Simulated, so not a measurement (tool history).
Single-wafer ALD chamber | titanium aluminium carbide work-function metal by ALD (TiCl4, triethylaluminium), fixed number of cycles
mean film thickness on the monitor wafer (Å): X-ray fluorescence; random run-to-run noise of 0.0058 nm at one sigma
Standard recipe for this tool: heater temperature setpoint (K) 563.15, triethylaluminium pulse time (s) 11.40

run     day  heater temperature setpoint (K)  triethylaluminium pulse time (s)  read-back reference wafer on the same gauge, thickness_nm  mean film thickness on the monitor wafer (Å)
  1   0.000                           563.15                             11.40                                                      1.860                                         19.86
  2   1.896                           563.15                             11.40                                                      1.858                                         19.85
  3   5.292                           563.15                             11.40                                                      1.858                                         19.87
  4   8.462                           557.15                             11.40                                                      1.862                                         19.36
  5  12.546                           557.15                             11.40                                                      1.860                                         19.38
  6  15.633                           557.15                             11.40                                                      1.861                                         19.40
  7  17.900                           563.15                              8.00                                                      1.859                                         19.60
  8  20.658                           563.15                              8.00                                                      1.859                                         19.68
  9  23.362                           571.15                              8.21                                                      1.860                                         20.51
 10  27.650                           571.15                             12.89                                                      1.861                                         21.02
 11  29.154                           569.15                             14.48                                                      1.860                                         20.93
 12  32.279                           563.15                             13.67                                                      1.859                                         19.79
 13  35.075                           569.15                             11.40                                                      1.861                                         20.23
 14  36.696                           567.15                             15.36                                                      1.859                                         20.24
 15  41.096                           576.15                             11.40                                                      1.860                                         20.88
 16  43.183                           563.15                             11.40                                                      1.861                                         19.63
 17  45.392                           568.15                             13.00                                                      1.859                                         20.25
 18  47.483                           553.15                              7.43                                                      1.862                                         18.10
 19  49.633                           559.15                              7.11                                                      1.858                                         18.63
 20  53.146                           549.15                             14.58                                                      1.860                                         18.48
 21  56.346                           563.15                             11.40                                                      1.860                                         19.55
 22  60.712                           575.15                             11.40                                                      1.861                                         20.89
 23  64.250                           563.15                             11.40                                                      1.860                                         19.59
 24  66.271                           563.15                              7.18                                                      1.859                                         19.04
 25  70.638                           576.15                             11.40                                                      1.863                                         21.03
 26  73.346                           563.15                             11.40                                                      1.863                                         19.73
 27  75.142                           563.15                             11.40                                                      1.861                                         19.69
 28  77.133                           553.15                             11.40                                                      1.860                                         18.78
 29  80.588                           563.15                             14.57                                                      1.860                                         19.95
 30  84.467                           556.15                             11.40                                                      1.859                                         19.14
 31  88.108                           570.15                             11.40                                                      1.859                                         20.51
 32  91.417                           548.15                             14.35                                                      1.859                                         18.53

Taken out of this log: 5 entries between the listed runs. Where each belongs, and how the hidden state differs across it:
Between runs 6 and 7: triethylaluminium bottle replaced (day 16.596)
  wafer temperature above the value expected at the setpoint (K): 3.76 -> 3.98
  what was measured, less what the result would be without the hidden state, mean film thickness on the monitor wafer (Å): +0.38 -> +0.39
Between runs 9 and 10: gauge calibrated (day 25.183)
  wafer temperature above the value expected at the setpoint (K): 4.55 -> 5.03
  what was measured, less what the result would be without the hidden state, mean film thickness on the monitor wafer (Å): +0.46 -> +0.51
Between runs 11 and 12: thermocouple changed; heater temperature recalibrated (day 30.904)
  wafer temperature above the value expected at the setpoint (K): 5.2 -> -0.518
  what was measured, less what the result would be without the hidden state, mean film thickness on the monitor wafer (Å): +0.53 -> -0.06
Between runs 16 and 17: showerhead replaced (day 43.546)
  wafer temperature above the value expected at the setpoint (K): -0.402 -> -0.356
  what was measured, less what the result would be without the hidden state, mean film thickness on the monitor wafer (Å): -0.04 -> -0.04
Between runs 21 and 22: triethylaluminium bottle replaced (day 59.725)
  wafer temperature above the value expected at the setpoint (K): -0.0161 -> 0.172
  what was measured, less what the result would be without the hidden state, mean film thickness on the monitor wafer (Å): +0.00 -> +0.02

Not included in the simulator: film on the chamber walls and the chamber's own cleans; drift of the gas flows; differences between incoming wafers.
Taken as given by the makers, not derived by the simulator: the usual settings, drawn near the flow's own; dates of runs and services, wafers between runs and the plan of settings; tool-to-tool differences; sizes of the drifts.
